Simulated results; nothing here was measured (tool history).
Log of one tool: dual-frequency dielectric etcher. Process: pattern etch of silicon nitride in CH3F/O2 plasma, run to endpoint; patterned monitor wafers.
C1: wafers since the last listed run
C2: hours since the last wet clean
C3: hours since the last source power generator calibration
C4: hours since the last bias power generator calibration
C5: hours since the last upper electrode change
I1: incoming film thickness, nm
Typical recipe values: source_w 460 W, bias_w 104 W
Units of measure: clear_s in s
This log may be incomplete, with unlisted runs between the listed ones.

{"run": 1, "hour": 0.0, "source_w": 420, "bias_w": 91, "C1": 0, "C2": 313.4, "C3": 3690.9, "C4": 3650.1, "C5": 3219.3, "I1": 91.3, "clear_s": 100.3}
{"run": 2, "hour": 11.7, "source_w": 420, "bias_w": 91, "C1": 108, "C2": 325.1, "C3": 3702.6, "C4": 3661.8, "C5": 3231, "I1": 91.1, "clear_s": 100}
{"run": 3, "hour": 27.2, "source_w": 420, "bias_w": 91, "C1": 143, "C2": 340.6, "C3": 3718.1, "C4": 3677.3, "C5": 3246.5, "I1": 90.8, "clear_s": 99.8}
{"run": 4, "hour": 38.7, "source_w": 420, "bias_w": 95, "C1": 106, "C2": 352.1, "C3": 3729.6, "C4": 3688.8, "C5": 3258, "I1": 90.9, "clear_s": 97.9}
{"run": 5, "hour": 56.3, "source_w": 420, "bias_w": 95, "C1": 163, "C2": 369.7, "C3": 3747.2, "C4": 3706.4, "C5": 3275.6, "I1": 89.7, "clear_s": 96.8}
{"run": 6, "hour": 66.6, "source_w": 460, "bias_w": 104, "C1": 95, "C2": 380, "C3": 3757.5, "C4": 3716.7, "C5": 3285.9, "I1": 91, "clear_s": 90}
{"run": 7, "hour": 83.4, "source_w": 460, "bias_w": 104, "C1": 155, "C2": 396.8, "C3": 3774.3, "C4": 3733.5, "C5": 3302.7, "I1": 90.3, "clear_s": 90.2}
{"run": 8, "hour": 93.4, "source_w": 460, "bias_w": 104, "C1": 92, "C2": 406.8, "C3": 3784.3, "C4": 3743.5, "C5": 3312.7, "I1": 91.2, "clear_s": 91.1}
{"hour": 113.6, "done": "bias power generator calibrated"}
{"run": 9, "hour": 114.1, "source_w": 460, "bias_w": 110, "C1": 154, "C2": 427.5, "C3": 3805, "C4": 0.5, "C5": 3333.4, "I1": 90.5, "clear_s": 88.1}
{"hour": 143.6, "done": "wet clean of the chamber"}
{"run": 10, "hour": 144.1, "source_w": 460, "bias_w": 110, "C1": 55, "C2": 0.5, "C3": 3835, "C4": 30.5, "C5": 3363.4, "I1": 90.3, "clear_s": 82.7}
{"run": 11, "hour": 144.5, "source_w": 460, "bias_w": 104, "C1": 3, "C2": 0.9, "C3": 3835.4, "C4": 30.9, "C5": 3363.8, "I1": 90.1, "clear_s": 84.6}
{"run": 12, "hour": 163.3, "source_w": 490, "bias_w": 128, "C1": 174, "C2": 19.7, "C3": 3854.2, "C4": 49.7, "C5": 3382.6, "I1": 89.1, "clear_s": 74.2}
{"run": 13, "hour": 170.4, "source_w": 520, "bias_w": 125, "C1": 65, "C2": 26.8, "C3": 3861.3, "C4": 56.8, "C5": 3389.7, "I1": 91, "clear_s": 73.9}
{"hour": 195.3, "done": "source power generator calibrated"}
{"hour": 205.4, "done": "upper electrode replaced"}
{"run": 14, "hour": 205.9, "source_w": 400, "bias_w": 104, "C1": 198, "C2": 62.3, "C3": 10.6, "C4": 92.3, "C5": 0.5, "I1": 90.7, "clear_s": 92}
{"run": 15, "hour": 206.3, "source_w": 460, "bias_w": 104, "C1": 3, "C2": 62.7, "C3": 11, "C4": 92.7, "C5": 0.9, "I1": 91.4, "clear_s": 86.2}
{"run": 16, "hour": 206.6, "source_w": 550, "bias_w": 119, "C1": 2, "C2": 63, "C3": 11.3, "C4": 93, "C5": 1.2, "I1": 91.3, "clear_s": 74}
{"run": 17, "hour": 210.8, "source_w": 460, "bias_w": 117, "C1": 38, "C2": 67.2, "C3": 15.5, "C4": 97.2, "C5": 5.4, "I1": 90.4, "clear_s": 81.4}
{"run": 18, "hour": 224.5, "source_w": 400, "bias_w": 92, "C1": 126, "C2": 80.9, "C3": 29.2, "C4": 110.9, "C5": 19.1, "I1": 91.3, "clear_s": 98.2}
{"run": 19, "hour": 234.1, "source_w": 510, "bias_w": 120, "C1": 88, "C2": 90.5, "C3": 38.8, "C4": 120.5, "C5": 28.7, "I1": 90.6, "clear_s": 77}
{"run": 20, "hour": 250.2, "source_w": 560, "bias_w": 123, "C1": 149, "C2": 106.6, "C3": 54.9, "C4": 136.6, "C5": 44.8, "I1": 91.8, "clear_s": 73.5}
{"run": 21, "hour": 262.2, "source_w": 510, "bias_w": 111, "C1": 111, "C2": 118.6, "C3": 66.9, "C4": 148.6, "C5": 56.8, "I1": 91.7, "clear_s": 80.7}

Alternative continuations, all from the tool just after run 21; predict every row:
{"run": "A", "hour": 262.7, "source_w": 460, "bias_w": 116, "C1": 4, "C2": 119.1, "C3": 67.4, "C4": 149.1, "C5": 57.3, "I1": 90.4, "clear_s": "?"}
{"run": "B", "hour": 262.7, "source_w": 350, "bias_w": 124, "C1": 4, "C2": 119.1, "C3": 67.4, "C4": 149.1, "C5": 57.3, "I1": 90.4, "clear_s": "?"}
{"run": "C", "hour": 262.7, "source_w": 460, "bias_w": 130, "C1": 4, "C2": 119.1, "C3": 67.4, "C4": 149.1, "C5": 57.3, "I1": 90.4, "clear_s": "?"}
{"run": "D", "hour": 262.7, "source_w": 500, "bias_w": 123, "C1": 4, "C2": 119.1, "C3": 67.4, "C4": 149.1, "C5": 57.3, "I1": 90.4, "clear_s": "?"}

run=A clear_s=81.7
run=B clear_s=92.1
run=C clear_s=77.6
run=D clear_s=76.3
Had the tool no hidden state, the same runs would have come out as:
run=A clear_s=80.4
run=B clear_s=90.6
run=C clear_s=76.4
run=D clear_s=75
